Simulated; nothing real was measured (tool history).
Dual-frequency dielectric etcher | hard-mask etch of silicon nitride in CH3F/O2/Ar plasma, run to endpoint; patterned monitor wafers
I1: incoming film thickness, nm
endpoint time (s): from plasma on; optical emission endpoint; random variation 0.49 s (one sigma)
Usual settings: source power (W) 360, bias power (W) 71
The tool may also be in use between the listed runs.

run 1 hour=0 | source_power_(W)=360 bias_power_(W)=71 | I1=37.91 | endpoint_time_(s)=62.1
run 2 hour=38.6 | source_power_(W)=360 bias_power_(W)=71 | I1=37.35 | endpoint_time_(s)=60.7
run 3 hour=111.2 | source_power_(W)=360 bias_power_(W)=71 | I1=37.61 | endpoint_time_(s)=60
run 4 hour=156 | source_power_(W)=320 bias_power_(W)=71 | I1=37.29 | endpoint_time_(s)=62.4
run 5 hour=212.1 | source_power_(W)=320 bias_power_(W)=71 | I1=37.86 | endpoint_time_(s)=62.3
run 6 hour=255.2 | source_power_(W)=320 bias_power_(W)=71 | I1=37.68 | endpoint_time_(s)=62.9
run 7 hour=291.4 | source_power_(W)=360 bias_power_(W)=71 | I1=37.7 | endpoint_time_(s)=60
run 8 hour=337.4 | source_power_(W)=360 bias_power_(W)=71 | I1=37.23 | endpoint_time_(s)=59.2
-- hour=370.2 wet clean of the chamber
run 9 hour=439.5 | source_power_(W)=360 bias_power_(W)=71 | I1=37.58 | endpoint_time_(s)=61.5
run 10 hour=538.7 | source_power_(W)=360 bias_power_(W)=71 | I1=37.22 | endpoint_time_(s)=61.4
run 11 hour=581.2 | source_power_(W)=360 bias_power_(W)=71 | I1=37.39 | endpoint_time_(s)=61
run 12 hour=644.4 | source_power_(W)=360 bias_power_(W)=77 | I1=37.37 | endpoint_time_(s)=59
run 13 hour=733.3 | source_power_(W)=360 bias_power_(W)=77 | I1=37.5 | endpoint_time_(s)=58.9
-- hour=759 upper electrode replaced
run 14 hour=828 | source_power_(W)=360 bias_power_(W)=71 | I1=36.8 | endpoint_time_(s)=58.1
run 15 hour=934.4 | source_power_(W)=340 bias_power_(W)=79 | I1=36.91 | endpoint_time_(s)=56.8
-- hour=1041.9 wet clean of the chamber
-- hour=1046.3 bias power generator calibrated
run 16 hour=1046.8 | source_power_(W)=360 bias_power_(W)=71 | I1=37.17 | endpoint_time_(s)=60.9
run 17 hour=1094.1 | source_power_(W)=410 bias_power_(W)=87 | I1=37.78 | endpoint_time_(s)=56.3
run 18 hour=1188 | source_power_(W)=300 bias_power_(W)=54 | I1=37.14 | endpoint_time_(s)=67.8
run 19 hour=1265.6 | source_power_(W)=410 bias_power_(W)=88 | I1=37.19 | endpoint_time_(s)=53.8
-- hour=1296.8 source power generator calibrated
run 20 hour=1320.1 | source_power_(W)=290 bias_power_(W)=53 | I1=37.91 | endpoint_time_(s)=70.2
run 21 hour=1407.8 | source_power_(W)=360 bias_power_(W)=71 | I1=37.21 | endpoint_time_(s)=59.3
run 22 hour=1479 | source_power_(W)=360 bias_power_(W)=71 | I1=36.83 | endpoint_time_(s)=57.9
run 23 hour=1537.3 | source_power_(W)=360 bias_power_(W)=83 | I1=37.44 | endpoint_time_(s)=55.9
run 24 hour=1636.9 | source_power_(W)=360 bias_power_(W)=71 | I1=37.5 | endpoint_time_(s)=59.1
run 25 hour=1676 | source_power_(W)=440 bias_power_(W)=56 | I1=37.63 | endpoint_time_(s)=59
-- hour=1715.5 wet clean of the chamber
run 26 hour=1716 | source_power_(W)=280 bias_power_(W)=64 | I1=37.56 | endpoint_time_(s)=68.6

3 ways to go on from here, each from the tool as it stands after run 26. What would each give?
run A hour=1716.4 | source_power_(W)=300 bias_power_(W)=71 | I1=37.26 | endpoint_time_(s)=?
run B hour=1716.4 | source_power_(W)=400 bias_power_(W)=66 | I1=37.26 | endpoint_time_(s)=?
run C hour=1716.4 | source_power_(W)=280 bias_power_(W)=53 | I1=37.26 | endpoint_time_(s)=?

run=A endpoint_time_(s)=64.1
run=B endpoint_time_(s)=60.4
run=C endpoint_time_(s)=70.8
Without the tool's hidden state the same runs would have given:
run=A endpoint_time_(s)=63.9
run=B endpoint_time_(s)=60.2
run=C endpoint_time_(s)=70.5
